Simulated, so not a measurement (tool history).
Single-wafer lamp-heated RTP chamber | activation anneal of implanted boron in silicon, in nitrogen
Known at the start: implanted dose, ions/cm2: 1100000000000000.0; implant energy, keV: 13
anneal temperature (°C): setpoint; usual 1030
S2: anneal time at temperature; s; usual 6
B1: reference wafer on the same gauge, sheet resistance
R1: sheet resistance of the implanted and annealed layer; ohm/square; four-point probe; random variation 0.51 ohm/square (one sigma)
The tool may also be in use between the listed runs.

run 1 hour=0.0 | anneal_temperature_(°C)=1030 S2=6 | B1=120.10 | R1=115.99
run 2 hour=59.8 | anneal_temperature_(°C)=1016 S2=7 | B1=119.95 | R1=118.74
run 3 hour=87.0 | anneal_temperature_(°C)=1016 S2=7 | B1=120.04 | R1=118.63
run 4 hour=140.1 | anneal_temperature_(°C)=1030 S2=3 | B1=120.01 | R1=116.47
run 5 hour=187.2 | anneal_temperature_(°C)=1030 S2=7 | B1=119.94 | R1=114.61
-- hour=216.0 pyrometer window cleaned and pyrometer calibrated
run 6 hour=251.1 | anneal_temperature_(°C)=1030 S2=7 | B1=120.06 | R1=115.19
run 7 hour=296.3 | anneal_temperature_(°C)=1030 S2=7 | B1=119.94 | R1=115.66
run 8 hour=339.4 | anneal_temperature_(°C)=1014 S2=6 | B1=119.95 | R1=120.22
run 9 hour=379.9 | anneal_temperature_(°C)=1030 S2=5 | B1=119.88 | R1=116.60
run 10 hour=416.8 | anneal_temperature_(°C)=1030 S2=5 | B1=120.03 | R1=115.81
-- hour=466.5 reflector plate cleaned
run 11 hour=479.9 | anneal_temperature_(°C)=1016 S2=8 | B1=120.03 | R1=118.99
run 12 hour=517.4 | anneal_temperature_(°C)=1016 S2=8 | B1=119.88 | R1=117.72
-- hour=527.6 gauge calibrated
run 13 hour=576.6 | anneal_temperature_(°C)=1016 S2=8 | B1=120.00 | R1=118.40
run 14 hour=638.7 | anneal_temperature_(°C)=1030 S2=8 | B1=120.08 | R1=113.96
run 15 hour=706.7 | anneal_temperature_(°C)=1051 S2=6 | B1=120.00 | R1=112.77
-- hour=736.3 pyrometer window cleaned and pyrometer calibrated
run 16 hour=750.2 | anneal_temperature_(°C)=1051 S2=6 | B1=120.09 | R1=112.08
run 17 hour=796.9 | anneal_temperature_(°C)=1030 S2=6 | B1=119.94 | R1=115.55
run 18 hour=841.6 | anneal_temperature_(°C)=1003 S2=4 | B1=120.04 | R1=126.15
run 19 hour=906.0 | anneal_temperature_(°C)=1030 S2=6 | B1=119.96 | R1=115.63
run 20 hour=941.7 | anneal_temperature_(°C)=1005 S2=7 | B1=120.03 | R1=122.28
run 21 hour=1103.9 | anneal_temperature_(°C)=1030 S2=4 | B1=120.01 | R1=116.65
run 22 hour=1168.9 | anneal_temperature_(°C)=1006 S2=6 | B1=119.83 | R1=122.03
-- hour=1210.6 reflector plate cleaned
-- hour=1218.7 pyrometer window cleaned and pyrometer calibrated
run 23 hour=1219.2 | anneal_temperature_(°C)=1007 S2=6 | B1=120.09 | R1=122.05
run 24 hour=1275.4 | anneal_temperature_(°C)=1030 S2=4 | B1=120.10 | R1=116.94
run 25 hour=1309.5 | anneal_temperature_(°C)=1038 S2=3 | B1=119.99 | R1=115.19
run 26 hour=1371.2 | anneal_temperature_(°C)=1030 S2=6 | B1=120.01 | R1=115.95
run 27 hour=1403.5 | anneal_temperature_(°C)=1005 S2=7 | B1=120.05 | R1=122.06
run 28 hour=1476.1 | anneal_temperature_(°C)=1030 S2=6 | B1=120.00 | R1=115.45
run 29 hour=1512.3 | anneal_temperature_(°C)=1051 S2=5 | B1=119.99 | R1=112.55
run 30 hour=1576.6 | anneal_temperature_(°C)=1044 S2=6 | B1=120.05 | R1=113.36
run 31 hour=1636.3 | anneal_temperature_(°C)=1060 S2=5 | B1=119.96 | R1=111.05
-- hour=1693.1 pyrometer window cleaned and pyrometer calibrated
run 32 hour=1693.6 | anneal_temperature_(°C)=1030 S2=6 | B1=119.93 | R1=114.65
run 33 hour=1733.7 | anneal_temperature_(°C)=1056 S2=6 | B1=119.83 | R1=112.20
run 34 hour=1764.3 | anneal_temperature_(°C)=1030 S2=6 | B1=119.96 | R1=115.23
run 35 hour=1823.4 | anneal_temperature_(°C)=1047 S2=6 | B1=120.01 | R1=112.54
-- hour=1862.8 reflector plate cleaned
run 36 hour=1891.8 | anneal_temperature_(°C)=1052 S2=8 | B1=119.95 | R1=112.19

What the log doesn't show, run by run:
true wafer temperature minus pyrometer reading, K: 0 in every run
wafer temperature error from the tarnished reflector plate, K: 0 in every run
gauge reads high (%): 0 in every run
